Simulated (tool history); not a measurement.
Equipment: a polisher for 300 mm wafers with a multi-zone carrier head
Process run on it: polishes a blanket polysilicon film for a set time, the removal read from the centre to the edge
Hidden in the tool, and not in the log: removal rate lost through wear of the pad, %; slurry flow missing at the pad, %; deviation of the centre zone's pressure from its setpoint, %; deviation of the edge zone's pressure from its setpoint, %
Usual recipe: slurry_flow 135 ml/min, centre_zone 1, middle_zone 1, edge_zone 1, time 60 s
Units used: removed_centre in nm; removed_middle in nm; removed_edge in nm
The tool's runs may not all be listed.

run	hour	slurry_flow	centre_zone	middle_zone	edge_zone	time	wafers since the last listed run	wafers polished on this pad	hours since the slurry nozzle was cleaned	hours since the centre zone pressure was calibrated	hours since the edge zone pressure was calibrated	hours since the carrier head's membrane was replaced	incoming thickness of the incoming film, nm	removed_centre	removed_middle	removed_edge
1	0	135	1	1	1	60	0	333	329.3	1317.6	531.9	1264.4	2285.9	468	457.6	465.4
2	30.1	135	1	1	1	60	220	554	359.4	1347.7	562	1294.5	2265	455.1	445.5	445.5
3	44.7	160	1.03	1	1	60	106	661	374	1362.3	576.6	1309.1	2290.4	484	458.8	460
4	66.7	160	1.03	1	1	60	161	822	396	1384.3	598.6	1331.1	2263.5	480.3	466.6	457.9
# hour 103.6: worn pad replaced by a new one
5	104.1	135	1	1	1	60	244	3	433.4	1421.7	636	1368.5	2297.7	478.2	470	494.9
6	116.2	135	1	1	1	60	88	92	445.5	1433.8	648.1	1380.6	2268.2	480.5	467.9	473.7
7	147.9	135	1	1	1	60	232	324	477.2	1465.5	679.8	1412.3	2319.5	469.6	459.3	461.4
# hour 160.7: centre zone pressure recalibrated
# hour 165.8: edge zone pressure recalibrated
8	182.3	135	1	1	1	60	222	546	511.6	21.6	16.5	1446.7	2264.5	455.8	444.3	447.5
9	214.3	135	1	1	1	60	234	781	543.6	53.6	48.5	1478.7	2274.9	454.4	435.4	452.4
# hour 233.4: carrier head's membrane replaced by a new one
10	243.8	135	0.93	1.1	1.1	60	179	960	573.1	83.1	78	10.4	2269.9	430.7	460.8	459.5
# hour 248: worn pad replaced by a new one
11	268.9	135	1	1.1	1	79	154	153	598.2	108.2	103.1	35.5	2280.9	623.6	650.4	634.7
12	298.2	135	1	1	1	60	214	367	627.5	137.5	132.4	64.8	2290.7	466	446	457.9
# hour 315.5: slurry nozzle cleaned
13	321.6	150	0.96	1	1.1	60	163	531	6.1	160.9	155.8	88.2	2255.4	460.1	466.5	482.5
14	336.6	135	1	1	1	60	109	641	21.1	175.9	170.8	103.2	2287.7	460	444.8	457.5
15	353.7	165	1	0.9	1	48	125	766	38.2	193	187.9	120.3	2245.6	379	349.2	380.1
16	387.7	90	0.9	0.91	1	76	248	1015	72.2	227	221.9	154.3	2288.6	467.8	467.1	533.2
# hour 411.6: worn pad replaced by a new one
17	412.3	135	1.04	1.08	1	60	150	4	96.8	251.6	246.5	178.9	2272.1	504.5	496.1	491.1

Predict the results of run 18:
18	429.9	135	0.91	1.04	0.89	50	128	133	114.4	269.2	264.1	196.5	2316.8	?	?	?

removed_centre: 373.4 nm
removed_middle: 401.7 nm
removed_edge: 377.4 nm
Take away the tool's hidden state, keep the run-to-run variation as it was, and the same run would have given removed_centre 384.1 nm, removed_middle 413.2 nm, removed_edge 388.3 nm.

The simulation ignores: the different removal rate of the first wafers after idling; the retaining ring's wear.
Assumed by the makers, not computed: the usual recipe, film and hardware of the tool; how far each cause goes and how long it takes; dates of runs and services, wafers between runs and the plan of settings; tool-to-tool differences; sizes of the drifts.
